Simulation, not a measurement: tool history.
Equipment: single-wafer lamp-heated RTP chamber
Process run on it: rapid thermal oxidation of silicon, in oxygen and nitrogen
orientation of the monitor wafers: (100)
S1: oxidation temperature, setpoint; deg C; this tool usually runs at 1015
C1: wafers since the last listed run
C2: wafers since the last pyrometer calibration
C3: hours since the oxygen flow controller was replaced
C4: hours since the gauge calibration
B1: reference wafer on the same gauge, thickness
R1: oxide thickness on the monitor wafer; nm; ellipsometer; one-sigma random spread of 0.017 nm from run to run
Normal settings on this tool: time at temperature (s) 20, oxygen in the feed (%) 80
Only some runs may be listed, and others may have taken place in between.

{"run": 1, "hour": 0.0, "S1": 1015, "time at temperature (s)": 15, "oxygen in the feed (%)": 67, "C1": 0, "C2": 1548, "C3": 4804.5, "C4": 315.1, "B1": 4.634, "R1": 3.771}
{"run": 2, "hour": 68.0, "S1": 1015, "time at temperature (s)": 15, "oxygen in the feed (%)": 67, "C1": 355, "C2": 1904, "C3": 4872.5, "C4": 383.1, "B1": 4.629, "R1": 3.826}
{"run": 3, "hour": 102.7, "S1": 1006, "time at temperature (s)": 20, "oxygen in the feed (%)": 80, "C1": 181, "C2": 2086, "C3": 4907.2, "C4": 417.8, "B1": 4.639, "R1": 4.203}
{"run": 4, "hour": 252.1, "S1": 1015, "time at temperature (s)": 20, "oxygen in the feed (%)": 80, "C1": 782, "C2": 2868, "C3": 5056.6, "C4": 567.2, "B1": 4.633, "R1": 4.496}
{"run": 5, "hour": 318.4, "S1": 1015, "time at temperature (s)": 20, "oxygen in the feed (%)": 80, "C1": 347, "C2": 3215, "C3": 5122.9, "C4": 633.5, "B1": 4.627, "R1": 4.56}
{"run": 6, "hour": 384.5, "S1": 1015, "time at temperature (s)": 20, "oxygen in the feed (%)": 80, "C1": 346, "C2": 3561, "C3": 5189.0, "C4": 699.6, "B1": 4.631, "R1": 4.535}
{"run": 7, "hour": 410.7, "S1": 1015, "time at temperature (s)": 20, "oxygen in the feed (%)": 80, "C1": 137, "C2": 3698, "C3": 5215.2, "C4": 725.8, "B1": 4.63, "R1": 4.543}
{"run": 8, "hour": 481.8, "S1": 1015, "time at temperature (s)": 20, "oxygen in the feed (%)": 80, "C1": 372, "C2": 4070, "C3": 5286.3, "C4": 796.9, "B1": 4.631, "R1": 4.546}
{"run": 9, "hour": 540.1, "S1": 1015, "time at temperature (s)": 20, "oxygen in the feed (%)": 80, "C1": 305, "C2": 4375, "C3": 5344.6, "C4": 855.2, "B1": 4.633, "R1": 4.524}
{"hour": 563.9, "done": "pyrometer window cleaned and pyrometer calibrated"}
{"run": 10, "hour": 587.4, "S1": 1015, "time at temperature (s)": 20, "oxygen in the feed (%)": 80, "C1": 205, "C2": 122, "C3": 5391.9, "C4": 902.5, "B1": 4.629, "R1": 4.321}
{"run": 11, "hour": 784.8, "S1": 994, "time at temperature (s)": 13, "oxygen in the feed (%)": 80, "C1": 1033, "C2": 1156, "C3": 5589.3, "C4": 1099.9, "B1": 4.628, "R1": 3.338}
{"run": 12, "hour": 823.1, "S1": 994, "time at temperature (s)": 13, "oxygen in the feed (%)": 80, "C1": 200, "C2": 1356, "C3": 5627.6, "C4": 1138.2, "B1": 4.632, "R1": 3.355}
{"run": 13, "hour": 929.6, "S1": 1015, "time at temperature (s)": 26, "oxygen in the feed (%)": 97, "C1": 557, "C2": 1914, "C3": 5734.1, "C4": 1244.7, "B1": 4.631, "R1": 5.338}
{"run": 14, "hour": 978.9, "S1": 1015, "time at temperature (s)": 26, "oxygen in the feed (%)": 97, "C1": 258, "C2": 2172, "C3": 5783.4, "C4": 1294.0, "B1": 4.631, "R1": 5.345}
{"run": 15, "hour": 1045.9, "S1": 1045, "time at temperature (s)": 20, "oxygen in the feed (%)": 80, "C1": 350, "C2": 2523, "C3": 5850.4, "C4": 1361.0, "B1": 4.631, "R1": 5.493}
{"run": 16, "hour": 1089.5, "S1": 1015, "time at temperature (s)": 20, "oxygen in the feed (%)": 80, "C1": 228, "C2": 2751, "C3": 5894.0, "C4": 1404.6, "B1": 4.632, "R1": 4.575}
{"run": 17, "hour": 1128.7, "S1": 1044, "time at temperature (s)": 17, "oxygen in the feed (%)": 80, "C1": 205, "C2": 2956, "C3": 5933.2, "C4": 1443.8, "B1": 4.627, "R1": 5.203}
{"run": 18, "hour": 1196.8, "S1": 1015, "time at temperature (s)": 20, "oxygen in the feed (%)": 68, "C1": 356, "C2": 3313, "C3": 6001.3, "C4": 1511.9, "B1": 4.632, "R1": 4.315}
{"hour": 1218.3, "done": "oxygen flow controller replaced"}
{"hour": 1242.2, "done": "gauge calibrated"}
{"run": 19, "hour": 1259.9, "S1": 1015, "time at temperature (s)": 14, "oxygen in the feed (%)": 97, "C1": 288, "C2": 3601, "C3": 41.6, "C4": 17.7, "B1": 4.63, "R1": 4.263}
{"hour": 1392.7, "done": "pyrometer window cleaned and pyrometer calibrated"}
{"run": 20, "hour": 1457.5, "S1": 1034, "time at temperature (s)": 13, "oxygen in the feed (%)": 58, "C1": 992, "C2": 339, "C3": 239.2, "C4": 215.3, "B1": 4.629, "R1": 3.782}
{"run": 21, "hour": 1496.9, "S1": 1002, "time at temperature (s)": 20, "oxygen in the feed (%)": 93, "C1": 206, "C2": 545, "C3": 278.6, "C4": 254.7, "B1": 4.637, "R1": 4.201}
{"run": 22, "hour": 1564.0, "S1": 1015, "time at temperature (s)": 20, "oxygen in the feed (%)": 80, "C1": 351, "C2": 896, "C3": 345.7, "C4": 321.8, "B1": 4.636, "R1": 4.401}
{"run": 23, "hour": 1628.9, "S1": 991, "time at temperature (s)": 26, "oxygen in the feed (%)": 66, "C1": 339, "C2": 1236, "C3": 410.6, "C4": 386.7, "B1": 4.632, "R1": 3.944}
{"run": 24, "hour": 1697.1, "S1": 1023, "time at temperature (s)": 13, "oxygen in the feed (%)": 98, "C1": 357, "C2": 1593, "C3": 478.8, "C4": 454.9, "B1": 4.634, "R1": 4.276}
{"run": 25, "hour": 1725.4, "S1": 1045, "time at temperature (s)": 12, "oxygen in the feed (%)": 98, "C1": 148, "C2": 1741, "C3": 507.1, "C4": 483.2, "B1": 4.63, "R1": 4.769}
{"run": 26, "hour": 1771.5, "S1": 1015, "time at temperature (s)": 20, "oxygen in the feed (%)": 80, "C1": 241, "C2": 1983, "C3": 553.2, "C4": 529.3, "B1": 4.627, "R1": 4.5}
{"run": 27, "hour": 1800.4, "S1": 995, "time at temperature (s)": 28, "oxygen in the feed (%)": 98, "C1": 151, "C2": 2134, "C3": 582.1, "C4": 558.2, "B1": 4.631, "R1": 4.784}
{"run": 28, "hour": 1828.1, "S1": 1031, "time at temperature (s)": 16, "oxygen in the feed (%)": 80, "C1": 145, "C2": 2279, "C3": 609.8, "C4": 585.9, "B1": 4.632, "R1": 4.602}
{"run": 29, "hour": 1893.1, "S1": 998, "time at temperature (s)": 14, "oxygen in the feed (%)": 51, "C1": 340, "C2": 2619, "C3": 674.8, "C4": 650.9, "B1": 4.632, "R1": 3.17}
{"run": 30, "hour": 1941.1, "S1": 1031, "time at temperature (s)": 15, "oxygen in the feed (%)": 80, "C1": 251, "C2": 2871, "C3": 722.8, "C4": 698.9, "B1": 4.632, "R1": 4.485}
{"run": 31, "hour": 1965.1, "S1": 986, "time at temperature (s)": 27, "oxygen in the feed (%)": 98, "C1": 125, "C2": 2996, "C3": 746.8, "C4": 722.9, "B1": 4.634, "R1": 4.478}
{"run": 32, "hour": 2029.0, "S1": 1039, "time at temperature (s)": 20, "oxygen in the feed (%)": 57, "C1": 334, "C2": 3331, "C3": 810.7, "C4": 786.8, "B1": 4.633, "R1": 4.727}
{"run": 33, "hour": 2067.1, "S1": 1015, "time at temperature (s)": 20, "oxygen in the feed (%)": 80, "C1": 199, "C2": 3530, "C3": 848.8, "C4": 824.9, "B1": 4.626, "R1": 4.529}
{"run": 34, "hour": 2093.4, "S1": 1030, "time at temperature (s)": 11, "oxygen in the feed (%)": 80, "C1": 137, "C2": 3668, "C3": 875.1, "C4": 851.2, "B1": 4.627, "R1": 3.961}
{"run": 35, "hour": 2134.8, "S1": 1015, "time at temperature (s)": 20, "oxygen in the feed (%)": 80, "C1": 216, "C2": 3885, "C3": 916.5, "C4": 892.6, "B1": 4.636, "R1": 4.537}
{"run": 36, "hour": 2185.7, "S1": 1042, "time at temperature (s)": 20, "oxygen in the feed (%)": 59, "C1": 266, "C2": 4151, "C3": 967.4, "C4": 943.5, "B1": 4.638, "R1": 4.933}
{"run": 37, "hour": 2223.0, "S1": 1045, "time at temperature (s)": 14, "oxygen in the feed (%)": 56, "C1": 195, "C2": 4346, "C3": 1004.7, "C4": 980.8, "B1": 4.623, "R1": 4.286}
{"run": 38, "hour": 2271.2, "S1": 1015, "time at temperature (s)": 20, "oxygen in the feed (%)": 80, "C1": 252, "C2": 4599, "C3": 1052.9, "C4": 1029.0, "B1": 4.632, "R1": 4.525}

Entry by entry between the runs, the difference in hidden state between the last listed run before and the first listed run after:
From run 9 to run 10: pyrometer window cleaned and pyrometer calibrated (hour 563.9)
  true wafer temperature minus pyrometer reading, K: 8.91 -> 2.25
  measured result minus the result with no hidden state, R1: +0.256 -> +0.063 nm
From run 18 to run 19: oxygen flow controller replaced (hour 1218.3); gauge calibrated (hour 1242.2)
  true wafer temperature minus pyrometer reading, K: 9.24 -> 9.46
  measured result minus the result with no hidden state, R1: +0.246 -> +0.250 nm
From run 19 to run 20: pyrometer window cleaned and pyrometer calibrated (hour 1392.7)
  true wafer temperature minus pyrometer reading, K: 9.46 -> 2.5
  measured result minus the result with no hidden state, R1: +0.250 -> +0.055 nm
